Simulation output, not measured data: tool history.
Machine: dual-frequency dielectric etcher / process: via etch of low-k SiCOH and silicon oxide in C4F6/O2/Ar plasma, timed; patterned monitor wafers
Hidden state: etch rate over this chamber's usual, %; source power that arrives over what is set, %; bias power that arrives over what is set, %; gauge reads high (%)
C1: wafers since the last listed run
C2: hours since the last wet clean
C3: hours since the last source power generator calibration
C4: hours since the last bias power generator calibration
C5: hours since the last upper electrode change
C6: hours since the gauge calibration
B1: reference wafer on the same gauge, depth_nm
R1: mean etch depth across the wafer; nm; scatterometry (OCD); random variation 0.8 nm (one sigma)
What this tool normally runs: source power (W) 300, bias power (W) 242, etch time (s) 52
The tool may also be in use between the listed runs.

{"run": 1, "day": 0.0, "source power (W)": 300, "bias power (W)": 242, "etch time (s)": 47.5, "C1": 0, "C2": 307.7, "C3": 2027.9, "C4": 3010.6, "C5": 2586, "C6": 1986.3, "B1": 137.1, "R1": 117}
{"run": 2, "day": 2.179, "source power (W)": 300, "bias power (W)": 242, "etch time (s)": 47.5, "C1": 449, "C2": 360, "C3": 2080.2, "C4": 3062.9, "C5": 2638.3, "C6": 2038.6, "B1": 137, "R1": 116.8}
{"day": 8.879, "done": "wet clean of the chamber"}
{"run": 3, "day": 14.942, "source power (W)": 300, "bias power (W)": 242, "etch time (s)": 47.5, "C1": 2427, "C2": 145.5, "C3": 2386.5, "C4": 3369.2, "C5": 2944.6, "C6": 2344.9, "B1": 137, "R1": 115.3}
{"run": 4, "day": 17.225, "source power (W)": 300, "bias power (W)": 265, "etch time (s)": 52, "C1": 471, "C2": 200.3, "C3": 2441.3, "C4": 3424, "C5": 2999.4, "C6": 2399.7, "B1": 137.2, "R1": 130.2}
{"run": 5, "day": 20.583, "source power (W)": 300, "bias power (W)": 242, "etch time (s)": 52, "C1": 693, "C2": 280.9, "C3": 2521.9, "C4": 3504.6, "C5": 3080, "C6": 2480.3, "B1": 137.3, "R1": 127.5}
{"run": 6, "day": 24.675, "source power (W)": 300, "bias power (W)": 242, "etch time (s)": 52, "C1": 844, "C2": 379.1, "C3": 2620.1, "C4": 3602.8, "C5": 3178.2, "C6": 2578.5, "B1": 136.8, "R1": 127.9}
{"run": 7, "day": 27.838, "source power (W)": 300, "bias power (W)": 242, "etch time (s)": 52, "C1": 652, "C2": 455, "C3": 2696, "C4": 3678.7, "C5": 3254.1, "C6": 2654.4, "B1": 136.9, "R1": 129.3}
{"day": 32.679, "done": "gauge calibrated"}
{"day": 33.858, "done": "wet clean of the chamber"}
{"day": 37.462, "done": "bias power generator calibrated"}
{"run": 8, "day": 41.321, "source power (W)": 300, "bias power (W)": 242, "etch time (s)": 52, "C1": 2542, "C2": 179.1, "C3": 3019.6, "C4": 92.6, "C5": 3577.7, "C6": 207.4, "B1": 136.7, "R1": 117.5}
{"run": 9, "day": 45.242, "source power (W)": 300, "bias power (W)": 242, "etch time (s)": 52, "C1": 809, "C2": 273.2, "C3": 3113.7, "C4": 186.7, "C5": 3671.8, "C6": 301.5, "B1": 137, "R1": 119.3}
{"day": 48.15, "done": "wet clean of the chamber, repeated, since the last time left the tool worse"}
{"run": 10, "day": 49.042, "source power (W)": 270, "bias power (W)": 242, "etch time (s)": 61, "C1": 577, "C2": 21.4, "C3": 3204.9, "C4": 277.9, "C5": 3763, "C6": 392.7, "B1": 137, "R1": 139.4}
{"run": 11, "day": 52.029, "source power (W)": 270, "bias power (W)": 242, "etch time (s)": 61, "C1": 616, "C2": 93.1, "C3": 3276.6, "C4": 349.6, "C5": 3834.7, "C6": 464.4, "B1": 137.1, "R1": 139.4}
{"run": 12, "day": 53.967, "source power (W)": 300, "bias power (W)": 242, "etch time (s)": 52, "C1": 399, "C2": 139.6, "C3": 3323.1, "C4": 396.1, "C5": 3881.2, "C6": 510.9, "B1": 137, "R1": 126.1}
{"run": 13, "day": 56.696, "source power (W)": 300, "bias power (W)": 242, "etch time (s)": 52, "C1": 563, "C2": 205.1, "C3": 3388.6, "C4": 461.6, "C5": 3946.7, "C6": 576.4, "B1": 137, "R1": 126.3}
{"run": 14, "day": 58.6, "source power (W)": 320, "bias power (W)": 210, "etch time (s)": 60.5, "C1": 393, "C2": 250.8, "C3": 3434.3, "C4": 507.3, "C5": 3992.4, "C6": 622.1, "B1": 136.8, "R1": 145.2}
{"run": 15, "day": 62.4, "source power (W)": 370, "bias power (W)": 195, "etch time (s)": 47.5, "C1": 784, "C2": 342, "C3": 3525.5, "C4": 598.5, "C5": 4083.6, "C6": 713.3, "B1": 137, "R1": 123.9}
{"run": 16, "day": 65.212, "source power (W)": 300, "bias power (W)": 184, "etch time (s)": 39.5, "C1": 580, "C2": 409.5, "C3": 3593, "C4": 666, "C5": 4151.1, "C6": 780.8, "B1": 137, "R1": 91.6}
{"run": 17, "day": 68.596, "source power (W)": 300, "bias power (W)": 242, "etch time (s)": 39, "C1": 698, "C2": 490.7, "C3": 3674.2, "C4": 747.2, "C5": 4232.3, "C6": 862, "B1": 136.9, "R1": 97.1}
{"day": 70.283, "done": "upper electrode replaced"}
{"run": 18, "day": 71.267, "source power (W)": 370, "bias power (W)": 218, "etch time (s)": 67.5, "C1": 344, "C2": 554.8, "C3": 3738.3, "C4": 811.3, "C5": 23.6, "C6": 926.1, "B1": 137, "R1": 180.6}
{"day": 72.521, "done": "wet clean of the chamber"}
{"run": 19, "day": 74.038, "source power (W)": 300, "bias power (W)": 224, "etch time (s)": 57.5, "C1": 365, "C2": 36.4, "C3": 3804.8, "C4": 877.8, "C5": 90.1, "C6": 992.6, "B1": 137, "R1": 136.6}
{"day": 75.221, "done": "source power generator calibrated"}
{"run": 20, "day": 76.804, "source power (W)": 260, "bias power (W)": 187, "etch time (s)": 58.5, "C1": 536, "C2": 102.8, "C3": 38, "C4": 944.2, "C5": 156.5, "C6": 1059, "B1": 137.2, "R1": 124.5}
{"run": 21, "day": 80.379, "source power (W)": 260, "bias power (W)": 292, "etch time (s)": 42.5, "C1": 737, "C2": 188.6, "C3": 123.8, "C4": 1030, "C5": 242.3, "C6": 1144.8, "B1": 136.9, "R1": 101.7}
{"run": 22, "day": 84.117, "source power (W)": 300, "bias power (W)": 242, "etch time (s)": 52, "C1": 771, "C2": 278.3, "C3": 213.5, "C4": 1119.7, "C5": 332, "C6": 1234.5, "B1": 136.8, "R1": 126.3}
{"run": 23, "day": 86.675, "source power (W)": 270, "bias power (W)": 242, "etch time (s)": 61, "C1": 528, "C2": 339.7, "C3": 274.9, "C4": 1181.1, "C5": 393.4, "C6": 1295.9, "B1": 136.9, "R1": 144.4}

The next listed run, before its measurement:
{"run": 24, "day": 90.612, "source power (W)": 220, "bias power (W)": 191, "etch time (s)": 42, "C1": 812, "C2": 434.2, "C3": 369.4, "C4": 1275.6, "C5": 487.9, "C6": 1390.4, "B1": "?", "R1": "?"}

B1: 137.2
R1: 83.7 nm
Had the tool carried no hidden state, the very same run would have given R1 81.1 nm.
